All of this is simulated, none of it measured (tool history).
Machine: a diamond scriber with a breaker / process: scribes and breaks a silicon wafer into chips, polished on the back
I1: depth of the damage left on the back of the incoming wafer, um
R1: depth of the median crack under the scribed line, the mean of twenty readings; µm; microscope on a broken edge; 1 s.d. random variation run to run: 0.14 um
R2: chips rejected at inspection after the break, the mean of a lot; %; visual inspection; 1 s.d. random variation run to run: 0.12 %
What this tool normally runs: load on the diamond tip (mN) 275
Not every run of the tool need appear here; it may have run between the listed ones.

{"run": 1, "hour": 0.0, "load on the diamond tip (mN)": 275, "I1": 0.03, "R1": 10.98, "R2": 4.79}
{"run": 2, "hour": 15.1, "load on the diamond tip (mN)": 275, "I1": 0.03, "R1": 11.24, "R2": 4.46}
{"run": 3, "hour": 30.1, "load on the diamond tip (mN)": 275, "I1": 0.04, "R1": 10.96, "R2": 4.8}
{"run": 4, "hour": 45.1, "load on the diamond tip (mN)": 275, "I1": 0.01, "R1": 10.91, "R2": 5.16}
{"hour": 56.7, "done": "diamond tip replaced by a new one"}
{"run": 5, "hour": 57.2, "load on the diamond tip (mN)": 275, "I1": 0.05, "R1": 12.95, "R2": 1.47}
{"run": 6, "hour": 68.1, "load on the diamond tip (mN)": 275, "I1": 0.01, "R1": 12.73, "R2": 1.66}
{"run": 7, "hour": 77.6, "load on the diamond tip (mN)": 275, "I1": 0.02, "R1": 12.73, "R2": 1.71}
{"run": 8, "hour": 84.5, "load on the diamond tip (mN)": 275, "I1": 0.05, "R1": 12.73, "R2": 1.77}
{"run": 9, "hour": 100.7, "load on the diamond tip (mN)": 213, "I1": 0.03, "R1": 10.42, "R2": 7.08}
{"hour": 103.4, "done": "load on the tip recalibrated"}
{"run": 10, "hour": 112.8, "load on the diamond tip (mN)": 275, "I1": 0.02, "R1": 12.41, "R2": 1.86}
{"run": 11, "hour": 126.7, "load on the diamond tip (mN)": 207, "I1": 0.04, "R1": 10.37, "R2": 8.73}
{"run": 12, "hour": 140.4, "load on the diamond tip (mN)": 236, "I1": 0.01, "R1": 11.35, "R2": 4.58}
{"run": 13, "hour": 150.5, "load on the diamond tip (mN)": 275, "I1": 0.02, "R1": 12.49, "R2": 1.9}
{"run": 14, "hour": 162.2, "load on the diamond tip (mN)": 243, "I1": 0.03, "R1": 11.46, "R2": 3.9}

What if the next run were any one of these 5? Each begins from the tool's condition after run 14:
{"run": "A", "hour": 162.8, "load on the diamond tip (mN)": 354, "I1": 0.05, "R1": "?", "R2": "?"}
{"run": "B", "hour": 162.8, "load on the diamond tip (mN)": 356, "I1": 0.05, "R1": "?", "R2": "?"}
{"run": "C", "hour": 162.8, "load on the diamond tip (mN)": 228, "I1": 0.05, "R1": "?", "R2": "?"}
{"run": "D", "hour": 162.8, "load on the diamond tip (mN)": 305, "I1": 0.05, "R1": "?", "R2": "?"}
{"run": "E", "hour": 162.8, "load on the diamond tip (mN)": 215, "I1": 0.05, "R1": "?", "R2": "?"}

run=A R1=14.94 R2=4.32
run=B R1=14.99 R2=4.46
run=C R1=11.07 R2=5.81
run=D R1=13.50 R2=1.90
run=E R1=10.64 R2=7.93
With no hidden state in the tool, these same runs would have given:
run=A R1=15.53 R2=6.02
run=B R1=15.59 R2=6.21
run=C R1=11.52 R2=4.15
run=D R1=14.04 R2=2.49
run=E R1=11.06 R2=5.86
